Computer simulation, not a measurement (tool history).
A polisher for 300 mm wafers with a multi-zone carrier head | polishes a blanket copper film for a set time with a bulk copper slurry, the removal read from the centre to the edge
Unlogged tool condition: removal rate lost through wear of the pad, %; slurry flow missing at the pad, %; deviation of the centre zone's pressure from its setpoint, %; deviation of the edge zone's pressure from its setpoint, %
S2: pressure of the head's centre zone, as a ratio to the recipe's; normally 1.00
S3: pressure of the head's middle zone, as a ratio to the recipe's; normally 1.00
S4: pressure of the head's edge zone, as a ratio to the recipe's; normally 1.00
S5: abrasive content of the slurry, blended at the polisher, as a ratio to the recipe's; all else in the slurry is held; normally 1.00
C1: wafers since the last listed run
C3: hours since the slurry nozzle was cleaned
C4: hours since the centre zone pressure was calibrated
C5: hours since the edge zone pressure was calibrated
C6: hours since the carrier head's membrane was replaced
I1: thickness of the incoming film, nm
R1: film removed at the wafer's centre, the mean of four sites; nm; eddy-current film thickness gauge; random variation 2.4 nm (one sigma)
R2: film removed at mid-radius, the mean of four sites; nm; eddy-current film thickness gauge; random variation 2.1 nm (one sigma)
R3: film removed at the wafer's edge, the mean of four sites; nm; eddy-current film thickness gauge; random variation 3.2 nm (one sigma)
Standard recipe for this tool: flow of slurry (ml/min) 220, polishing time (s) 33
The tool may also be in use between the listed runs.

{"run": 1, "day": 0.0, "flow of slurry (ml/min)": 220, "S2": 1.0, "S3": 1.0, "S4": 0.91, "S5": 1.1, "polishing time (s)": 33, "C1": 0, "wafers polished on this pad": 382, "C3": 258.6, "C4": 600.6, "C5": 26.4, "C6": 439.1, "I1": 3082.9, "R1": 214.2, "R2": 219.6, "R3": 206.2}
{"run": 2, "day": 0.304, "flow of slurry (ml/min)": 220, "S2": 1.0, "S3": 1.0, "S4": 1.0, "S5": 1.0, "polishing time (s)": 33, "C1": 61, "wafers polished on this pad": 443, "C3": 265.9, "C4": 607.9, "C5": 33.7, "C6": 446.4, "I1": 3112.8, "R1": 209.8, "R2": 214.9, "R3": 211.2}
{"run": 3, "day": 0.912, "flow of slurry (ml/min)": 220, "S2": 1.0, "S3": 1.0, "S4": 1.0, "S5": 1.0, "polishing time (s)": 33, "C1": 122, "wafers polished on this pad": 566, "C3": 280.5, "C4": 622.5, "C5": 48.3, "C6": 461.0, "I1": 3083.0, "R1": 209.2, "R2": 216.1, "R3": 214.4}
{"run": 4, "day": 1.329, "flow of slurry (ml/min)": 220, "S2": 1.0, "S3": 1.0, "S4": 1.0, "S5": 1.0, "polishing time (s)": 33, "C1": 84, "wafers polished on this pad": 650, "C3": 290.5, "C4": 632.5, "C5": 58.3, "C6": 471.0, "I1": 3092.8, "R1": 213.1, "R2": 218.3, "R3": 215.7}
{"run": 5, "day": 1.967, "flow of slurry (ml/min)": 220, "S2": 1.0, "S3": 1.0, "S4": 1.0, "S5": 1.0, "polishing time (s)": 33, "C1": 128, "wafers polished on this pad": 779, "C3": 305.8, "C4": 647.8, "C5": 73.6, "C6": 486.3, "I1": 3029.0, "R1": 215.0, "R2": 219.2, "R3": 211.9}
{"day": 3.833, "done": "worn pad replaced by a new one"}
{"run": 6, "day": 4.192, "flow of slurry (ml/min)": 165, "S2": 1.0, "S3": 1.0, "S4": 1.08, "S5": 1.0, "polishing time (s)": 33, "C1": 415, "wafers polished on this pad": 72, "C3": 359.2, "C4": 701.2, "C5": 127.0, "C6": 539.7, "I1": 3090.5, "R1": 200.8, "R2": 207.9, "R3": 210.5}
{"run": 7, "day": 4.529, "flow of slurry (ml/min)": 220, "S2": 1.0, "S3": 1.0, "S4": 1.0, "S5": 1.0, "polishing time (s)": 33, "C1": 68, "wafers polished on this pad": 140, "C3": 367.3, "C4": 709.3, "C5": 135.1, "C6": 547.8, "I1": 3067.4, "R1": 215.1, "R2": 213.7, "R3": 214.0}
{"run": 8, "day": 5.088, "flow of slurry (ml/min)": 275, "S2": 0.95, "S3": 1.0, "S4": 0.94, "S5": 1.0, "polishing time (s)": 33, "C1": 112, "wafers polished on this pad": 253, "C3": 380.7, "C4": 722.7, "C5": 148.5, "C6": 561.2, "I1": 3075.8, "R1": 206.2, "R2": 221.8, "R3": 205.6}
{"run": 9, "day": 5.621, "flow of slurry (ml/min)": 170, "S2": 1.0, "S3": 0.97, "S4": 1.0, "S5": 1.15, "polishing time (s)": 23, "C1": 107, "wafers polished on this pad": 360, "C3": 393.5, "C4": 735.5, "C5": 161.3, "C6": 574.0, "I1": 3126.6, "R1": 145.1, "R2": 143.5, "R3": 147.6}
{"day": 6.154, "done": "carrier head's membrane replaced by a new one"}
{"run": 10, "day": 6.221, "flow of slurry (ml/min)": 220, "S2": 0.97, "S3": 1.0, "S4": 1.0, "S5": 0.7, "polishing time (s)": 33, "C1": 79, "wafers polished on this pad": 439, "C3": 407.9, "C4": 749.9, "C5": 175.7, "C6": 1.6, "I1": 3114.8, "R1": 190.4, "R2": 201.1, "R3": 201.1}
{"run": 11, "day": 6.988, "flow of slurry (ml/min)": 220, "S2": 1.07, "S3": 0.92, "S4": 1.0, "S5": 1.0, "polishing time (s)": 28, "C1": 154, "wafers polished on this pad": 594, "C3": 426.3, "C4": 768.3, "C5": 194.1, "C6": 20.0, "I1": 3089.5, "R1": 192.7, "R2": 169.8, "R3": 183.0}
{"run": 12, "day": 7.412, "flow of slurry (ml/min)": 165, "S2": 1.05, "S3": 1.0, "S4": 0.94, "S5": 1.0, "polishing time (s)": 33, "C1": 85, "wafers polished on this pad": 680, "C3": 436.5, "C4": 778.5, "C5": 204.3, "C6": 30.2, "I1": 3093.3, "R1": 212.9, "R2": 209.4, "R3": 198.4}
{"run": 13, "day": 8.133, "flow of slurry (ml/min)": 245, "S2": 1.12, "S3": 1.0, "S4": 0.97, "S5": 1.0, "polishing time (s)": 33, "C1": 145, "wafers polished on this pad": 825, "C3": 453.8, "C4": 795.8, "C5": 221.6, "C6": 47.5, "I1": 3065.8, "R1": 243.0, "R2": 216.8, "R3": 207.2}

Run 14 comes next. What will it give?
{"day": 8.421, "done": "centre zone pressure recalibrated"}
{"day": 8.579, "done": "slurry nozzle cleaned"}
{"run": 14, "day": 8.854, "flow of slurry (ml/min)": 220, "S2": 1.0, "S3": 1.0, "S4": 1.0, "S5": 1.0, "polishing time (s)": 33, "C1": 120, "wafers polished on this pad": 946, "C3": 6.6, "C4": 10.4, "C5": 238.9, "C6": 64.8, "I1": 3092.3, "R1": "?", "R2": "?", "R3": "?"}

R1: 214.5 nm
R2: 216.2 nm
R3: 212.1 nm
Take away the tool's hidden state, keep the run-to-run variation as it was, and the same run would have given R1 214.5 nm, R2 216.2 nm, R3 212.1 nm.
